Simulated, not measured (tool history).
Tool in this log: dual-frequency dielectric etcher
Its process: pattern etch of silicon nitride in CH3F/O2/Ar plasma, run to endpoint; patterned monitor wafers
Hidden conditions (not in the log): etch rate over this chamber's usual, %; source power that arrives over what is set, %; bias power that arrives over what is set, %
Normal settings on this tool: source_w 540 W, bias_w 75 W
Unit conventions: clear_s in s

run,hour,source_w,bias_w,wafers since the last listed run,hours since the last wet clean,hours since the last source power generator calibration,hours since the last bias power generator calibration,hours since the last upper electrode change,"incoming incoming film thickness, nm",clear_s
1,0.0,540,75,0,0.5,1915.9,1604.0,3791.2,52.4,73.7
2,54.9,540,75,515,55.4,1970.8,1658.9,3846.1,52.8,73.4
3,123.8,540,75,646,124.3,2039.7,1727.8,3915.0,52.8,74.2
4,177.2,540,75,501,177.7,2093.1,1781.2,3968.4,52.4,72.5
5,233.0,540,75,523,233.5,2148.9,1837.0,4024.2,51.6,71.0
6,302.4,540,68,651,302.9,2218.3,1906.4,4093.6,53.4,76.1
7,329.1,540,75,250,329.6,2245.0,1933.1,4120.3,53.5,73.4
# hour 367.8: wet clean of the chamber
8,387.5,540,75,322,19.7,2303.4,1991.5,4178.7,52.6,74.1
9,419.6,540,67,301,51.8,2335.5,2023.6,4210.8,52.7,75.6
10,467.8,540,67,452,100.0,2383.7,2071.8,4259.0,52.5,76.7
11,534.2,540,67,623,166.4,2450.1,2138.2,4325.4,52.7,75.4
12,565.3,500,75,291,197.5,2481.2,2169.3,4356.5,52.7,75.6
13,633.9,500,75,643,266.1,2549.8,2237.9,4425.1,52.5,73.4
14,670.1,430,83,339,302.3,2586.0,2274.1,4461.3,53.1,77.9
# hour 805.5: wet clean of the chamber
# hour 835.0: upper electrode replaced
15,879.5,430,83,1514,74.0,2795.4,2483.5,44.5,52.9,79.0
16,920.3,540,75,382,114.8,2836.2,2524.3,85.3,52.3,73.8
# hour 964.8: bias power generator calibrated
17,989.2,540,75,609,183.7,2905.1,24.4,154.2,52.8,72.3
18,1041.6,500,64,491,236.1,2957.5,76.8,206.6,52.5,78.2
19,1099.4,540,75,542,293.9,3015.3,134.6,264.4,52.4,72.2
20,1131.4,540,75,300,325.9,3047.3,166.6,296.4,51.8,69.8
21,1199.6,540,75,640,394.1,3115.5,234.8,364.6,52.6,71.9
# hour 1217.4: source power generator calibrated
# hour 1260.6: wet clean of the chamber
22,1261.1,540,75,314,0.5,43.7,296.3,426.1,53.2,73.3
23,1285.4,620,64,228,24.8,68.0,320.6,450.4,52.5,72.3
24,1352.5,540,75,629,91.9,135.1,387.7,517.5,51.9,71.6
25,1424.2,470,56,672,163.6,206.8,459.4,589.2,52.5,83.4
26,1455.4,540,80,292,194.8,238.0,490.6,620.4,52.8,70.8
27,1533.5,630,75,733,272.9,316.1,568.7,698.5,52.9,67.5
28,1593.0,410,67,558,332.4,375.6,628.2,758.0,52.3,81.5
# hour 1667.5: wet clean of the chamber
29,1765.4,420,67,1392,97.9,548.0,800.6,930.4,51.9,83.6
30,1806.5,540,84,385,139.0,589.1,841.7,971.5,52.1,69.0
31,1920.1,590,88,1066,252.6,702.7,955.3,1085.1,52.6,66.6
32,1962.2,450,56,395,294.7,744.8,997.4,1127.2,52.4,84.3
33,2001.9,650,75,372,334.4,784.5,1037.1,1166.9,52.9,66.3
34,2039.8,450,64,355,372.3,822.4,1075.0,1204.8,52.5,81.5
# hour 2086.9: wet clean of the chamber
35,2089.9,420,61,244,3.0,872.5,1125.1,1254.9,52.8,87.7

Entry by entry between the runs, the difference in hidden state between the last listed run before and the first listed run after:
Runs 7 to 8: wet clean of the chamber (hour 367.8)
  etch rate over this chamber's usual, %: 3.01 -> -0.164
  what was measured, less what the result would be without the hidden state, clear_s: -2.2 -> +0.2 s
Runs 14 to 15: wet clean of the chamber (hour 805.5); upper electrode replaced (hour 835.0)
  etch rate over this chamber's usual, %: 2.74 -> 0.141
  what was measured, less what the result would be without the hidden state, clear_s: -2.1 -> -0.2 s
Runs 16 to 17: bias power generator calibrated (hour 964.8)
  etch rate over this chamber's usual, %: 0.56 -> 1.27
  what was measured, less what the result would be without the hidden state, clear_s: -0.4 -> -0.9 s
Runs 21 to 22: source power generator calibrated (hour 1217.4); wet clean of the chamber (hour 1260.6)
  etch rate over this chamber's usual, %: 3.43 -> 1.08
  what was measured, less what the result would be without the hidden state, clear_s: -2.5 -> -0.8 s
Runs 28 to 29: wet clean of the chamber (hour 1667.5)
  etch rate over this chamber's usual, %: 4.49 -> 0.574
  what was measured, less what the result would be without the hidden state, clear_s: -3.6 -> -0.5 s
Runs 34 to 35: wet clean of the chamber (hour 2086.9)
  etch rate over this chamber's usual, %: 3.39 -> -0.0677
  what was measured, less what the result would be without the hidden state, clear_s: -2.7 -> +0.0 s
